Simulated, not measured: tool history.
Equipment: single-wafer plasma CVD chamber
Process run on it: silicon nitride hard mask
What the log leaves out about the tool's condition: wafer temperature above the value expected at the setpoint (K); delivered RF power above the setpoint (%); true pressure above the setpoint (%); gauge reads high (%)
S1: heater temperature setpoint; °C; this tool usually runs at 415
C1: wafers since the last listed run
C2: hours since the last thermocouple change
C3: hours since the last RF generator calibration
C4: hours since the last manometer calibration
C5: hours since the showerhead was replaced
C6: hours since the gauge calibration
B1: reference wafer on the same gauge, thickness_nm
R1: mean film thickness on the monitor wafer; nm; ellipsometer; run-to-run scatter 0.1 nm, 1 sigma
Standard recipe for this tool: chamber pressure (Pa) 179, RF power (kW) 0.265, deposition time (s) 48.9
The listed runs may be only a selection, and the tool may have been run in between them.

run 1 hour=0 | S1=415 chamber_pressure_(Pa)=179 RF_power_(kW)=0.265 deposition_time_(s)=48.9 | C1=0 C2=495.3 C3=1516.4 C4=1799.1 C5=7397.5 C6=253.1 | B1=47.594 | R1=44.908
run 2 hour=29.9 | S1=415 chamber_pressure_(Pa)=179 RF_power_(kW)=0.265 deposition_time_(s)=48.9 | C1=486 C2=525.2 C3=1546.3 C4=1829 C5=7427.4 C6=283 | B1=47.601 | R1=44.641
run 3 hour=47.3 | S1=415 chamber_pressure_(Pa)=179 RF_power_(kW)=0.28 deposition_time_(s)=48.9 | C1=283 C2=542.6 C3=1563.7 C4=1846.4 C5=7444.8 C6=300.4 | B1=47.615 | R1=45.939
run 4 hour=74.8 | S1=415 chamber_pressure_(Pa)=179 RF_power_(kW)=0.28 deposition_time_(s)=48.9 | C1=447 C2=570.1 C3=1591.2 C4=1873.9 C5=7472.3 C6=327.9 | B1=47.579 | R1=45.91
run 5 hour=106.9 | S1=415 chamber_pressure_(Pa)=179 RF_power_(kW)=0.28 deposition_time_(s)=48.9 | C1=522 C2=602.2 C3=1623.3 C4=1906 C5=7504.4 C6=360 | B1=47.583 | R1=46.068
run 6 hour=169.2 | S1=415 chamber_pressure_(Pa)=179 RF_power_(kW)=0.265 deposition_time_(s)=48.9 | C1=1014 C2=664.5 C3=1685.6 C4=1968.3 C5=7566.7 C6=422.3 | B1=47.588 | R1=45.057
run 7 hour=186.5 | S1=415 chamber_pressure_(Pa)=179 RF_power_(kW)=0.265 deposition_time_(s)=48.9 | C1=281 C2=681.8 C3=1702.9 C4=1985.6 C5=7584 C6=439.6 | B1=47.605 | R1=44.909
-- hour=213.1 capacitance manometer re-zeroed and calibrated
-- hour=216.2 showerhead replaced
run 8 hour=235.2 | S1=415 chamber_pressure_(Pa)=179 RF_power_(kW)=0.265 deposition_time_(s)=48.9 | C1=612 C2=730.5 C3=1751.6 C4=22.1 C5=19 C6=488.3 | B1=47.596 | R1=45.012
run 9 hour=255.1 | S1=415 chamber_pressure_(Pa)=179 RF_power_(kW)=0.265 deposition_time_(s)=48.9 | C1=323 C2=750.4 C3=1771.5 C4=42 C5=38.9 C6=508.2 | B1=47.583 | R1=44.752
-- hour=274.5 RF generator calibrated
run 10 hour=279.3 | S1=415 chamber_pressure_(Pa)=179 RF_power_(kW)=0.265 deposition_time_(s)=48.9 | C1=263 C2=774.6 C3=4.8 C4=66.2 C5=63.1 C6=532.4 | B1=47.61 | R1=44.963
run 11 hour=309.5 | S1=415 chamber_pressure_(Pa)=179 RF_power_(kW)=0.265 deposition_time_(s)=43.1 | C1=491 C2=804.8 C3=35 C4=96.4 C5=93.3 C6=562.6 | B1=47.628 | R1=39.612
run 12 hour=340.8 | S1=415 chamber_pressure_(Pa)=179 RF_power_(kW)=0.265 deposition_time_(s)=48.9 | C1=509 C2=836.1 C3=66.3 C4=127.7 C5=124.6 C6=593.9 | B1=47.607 | R1=45.002
run 13 hour=355.9 | S1=415 chamber_pressure_(Pa)=156 RF_power_(kW)=0.265 deposition_time_(s)=42.4 | C1=245 C2=851.2 C3=81.4 C4=142.8 C5=139.7 C6=609 | B1=47.603 | R1=38.169
-- hour=365.5 gauge calibrated
run 14 hour=380.8 | S1=410 chamber_pressure_(Pa)=212 RF_power_(kW)=0.295 deposition_time_(s)=42 | C1=405 C2=876.1 C3=106.3 C4=167.7 C5=164.6 C6=15.3 | B1=47.601 | R1=41.722
-- hour=390.5 thermocouple changed; heater temperature recalibrated
run 15 hour=410.8 | S1=415 chamber_pressure_(Pa)=164 RF_power_(kW)=0.245 deposition_time_(s)=48.9 | C1=358 C2=20.3 C3=136.3 C4=197.7 C5=194.6 C6=45.3 | B1=47.591 | R1=42.829
run 16 hour=440.6 | S1=415 chamber_pressure_(Pa)=179 RF_power_(kW)=0.265 deposition_time_(s)=48.9 | C1=485 C2=50.1 C3=166.1 C4=227.5 C5=224.4 C6=75.1 | B1=47.59 | R1=44.926
run 17 hour=452.8 | S1=404 chamber_pressure_(Pa)=179 RF_power_(kW)=0.265 deposition_time_(s)=48.9 | C1=198 C2=62.3 C3=178.3 C4=239.7 C5=236.6 C6=87.3 | B1=47.581 | R1=45.096
run 18 hour=472.8 | S1=400 chamber_pressure_(Pa)=179 RF_power_(kW)=0.265 deposition_time_(s)=56.6 | C1=325 C2=82.3 C3=198.3 C4=259.7 C5=256.6 C6=107.3 | B1=47.595 | R1=52.202
run 19 hour=487 | S1=403 chamber_pressure_(Pa)=136 RF_power_(kW)=0.265 deposition_time_(s)=48.9 | C1=231 C2=96.5 C3=212.5 C4=273.9 C5=270.8 C6=121.5 | B1=47.58 | R1=43.489
run 20 hour=508.8 | S1=415 chamber_pressure_(Pa)=215 RF_power_(kW)=0.29 deposition_time_(s)=56.4 | C1=354 C2=118.3 C3=234.3 C4=295.7 C5=292.6 C6=143.3 | B1=47.594 | R1=55.333
run 21 hour=535.1 | S1=415 chamber_pressure_(Pa)=165 RF_power_(kW)=0.28 deposition_time_(s)=40.4 | C1=428 C2=144.6 C3=260.6 C4=322 C5=318.9 C6=169.6 | B1=47.595 | R1=37.687

Entry by entry between the runs, the difference in hidden state between the last listed run before and the first listed run after:
Logged between run 7 and run 8: capacitance manometer re-zeroed and calibrated (hour 213.1); showerhead replaced (hour 216.2)
  no difference in the tool's unlogged condition between these two runs
Logged between run 9 and run 10: RF generator calibrated (hour 274.5)
  no difference in the tool's unlogged condition between these two runs
Logged between run 13 and run 14: gauge calibrated (hour 365.5)
  no difference in the tool's unlogged condition between these two runs
Logged between run 14 and run 15: thermocouple changed; heater temperature recalibrated (hour 390.5)
  no difference in the tool's unlogged condition between these two runs

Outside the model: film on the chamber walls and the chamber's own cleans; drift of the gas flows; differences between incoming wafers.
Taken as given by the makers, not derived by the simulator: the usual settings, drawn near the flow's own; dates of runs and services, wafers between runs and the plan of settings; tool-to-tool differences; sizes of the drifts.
